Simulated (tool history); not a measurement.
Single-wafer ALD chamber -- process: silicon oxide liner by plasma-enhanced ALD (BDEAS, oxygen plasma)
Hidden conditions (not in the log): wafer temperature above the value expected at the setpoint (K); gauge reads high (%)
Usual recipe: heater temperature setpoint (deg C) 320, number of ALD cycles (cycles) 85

run,hour,heater temperature setpoint (deg C),number of ALD cycles (cycles),wafers since the last listed run,hours since the last thermocouple change,hours since the gauge calibration,"read-back reference wafer on the same gauge, thickness_nm",mean film thickness on the monitor wafer (Å)
1,0,327,77,0,1221.4,2218.3,8.548,75.3
2,62.5,327,77,208,1283.9,2280.8,8.552,75.64
3,113.9,327,77,171,1335.3,2332.2,8.542,75.38
4,218.2,320,85,348,1439.6,2436.5,8.534,84.12
5,263.9,317,85,152,1485.3,2482.2,8.533,84.59
6,358.6,317,85,316,1580,2576.9,8.523,84.17
7,403.9,317,85,151,1625.3,2622.2,8.51,84.34
# hour 461.9: thermocouple changed; heater temperature recalibrated
8,501.3,315,72,298,39.4,2719.6,8.515,71.08
9,584.8,320,85,278,122.9,2803.1,8.502,83.79
10,652.6,320,85,226,190.7,2870.9,8.493,83.72
11,696.3,320,72,145,234.4,2914.6,8.499,70.68
12,799.6,320,85,344,337.7,3017.9,8.49,83.99
# hour 869.5: gauge calibrated
13,886.7,320,85,290,424.8,17.2,8.668,85.45
14,966.3,320,85,265,504.4,96.8,8.664,85.26
15,1069.2,320,85,343,607.3,199.7,8.642,84.99
16,1107.3,320,85,127,645.4,237.8,8.639,85.17
17,1213.8,320,85,355,751.9,344.3,8.641,85.07
18,1321.5,320,85,359,859.6,452,8.63,84.92
19,1416.9,309,85,318,955,547.4,8.62,86.23
20,1464.4,320,85,158,1002.5,594.9,8.617,85.23
21,1529.4,316,95,217,1067.5,659.9,8.622,95.11
22,1596.1,315,71,222,1134.2,726.6,8.61,71.18
23,1789.7,313,72,646,1327.8,920.2,8.595,72.4
24,1891.9,313,77,341,1430,1022.4,8.597,77.42
# hour 1949.6: thermocouple changed; heater temperature recalibrated
25,1969.6,320,80,232,20,1100.1,8.574,79.61
26,2020.4,320,85,169,70.8,1150.9,8.573,84.2
27,2126.4,308,95,353,176.8,1256.9,8.569,95.93
28,2231.8,330,90,351,282.2,1362.3,8.562,88.64
29,2298.8,320,101,223,349.2,1429.3,8.563,100.24
30,2382.8,320,85,280,433.2,1513.3,8.552,84.25
31,2483.9,330,69,337,534.3,1614.4,8.544,67.29
32,2567.4,310,97,278,617.8,1697.9,8.542,97.19
33,2636.2,320,85,229,686.6,1766.7,8.532,84.27
34,2882,313,76,820,932.4,2012.5,8.511,75.91

Below, some changes in mean film thickness on the monitor wafer (Å) between adjacent runs. For each, the amount present without the hidden state too (settings, incoming material, random variation) and the amount remaining for the hidden state with gauge scatter not shared by both compared results:
Run 11 -> 12: number of ALD cycles (cycles) 72 -> 85. mean film thickness on the monitor wafer (Å) +13.31: hidden state -0.41, all else +13.72.
Run 12 -> 13: gauge calibrated. mean film thickness on the monitor wafer (Å) +1.46: hidden state +1.75, all else -0.29.
Run 21 -> 22: heater temperature setpoint (deg C) 316 -> 315, number of ALD cycles (cycles) 95 -> 71. mean film thickness on the monitor wafer (Å) -23.93: hidden state +0.21, all else -24.14.
Run 30 -> 31: heater temperature setpoint (deg C) 320 -> 330, number of ALD cycles (cycles) 85 -> 69. mean film thickness on the monitor wafer (Å) -16.96: hidden state +0.25, all else -17.21.
Run 31 -> 32: heater temperature setpoint (deg C) 330 -> 310, number of ALD cycles (cycles) 69 -> 97. mean film thickness on the monitor wafer (Å) +29.9: hidden state -0.65, all else +30.55.

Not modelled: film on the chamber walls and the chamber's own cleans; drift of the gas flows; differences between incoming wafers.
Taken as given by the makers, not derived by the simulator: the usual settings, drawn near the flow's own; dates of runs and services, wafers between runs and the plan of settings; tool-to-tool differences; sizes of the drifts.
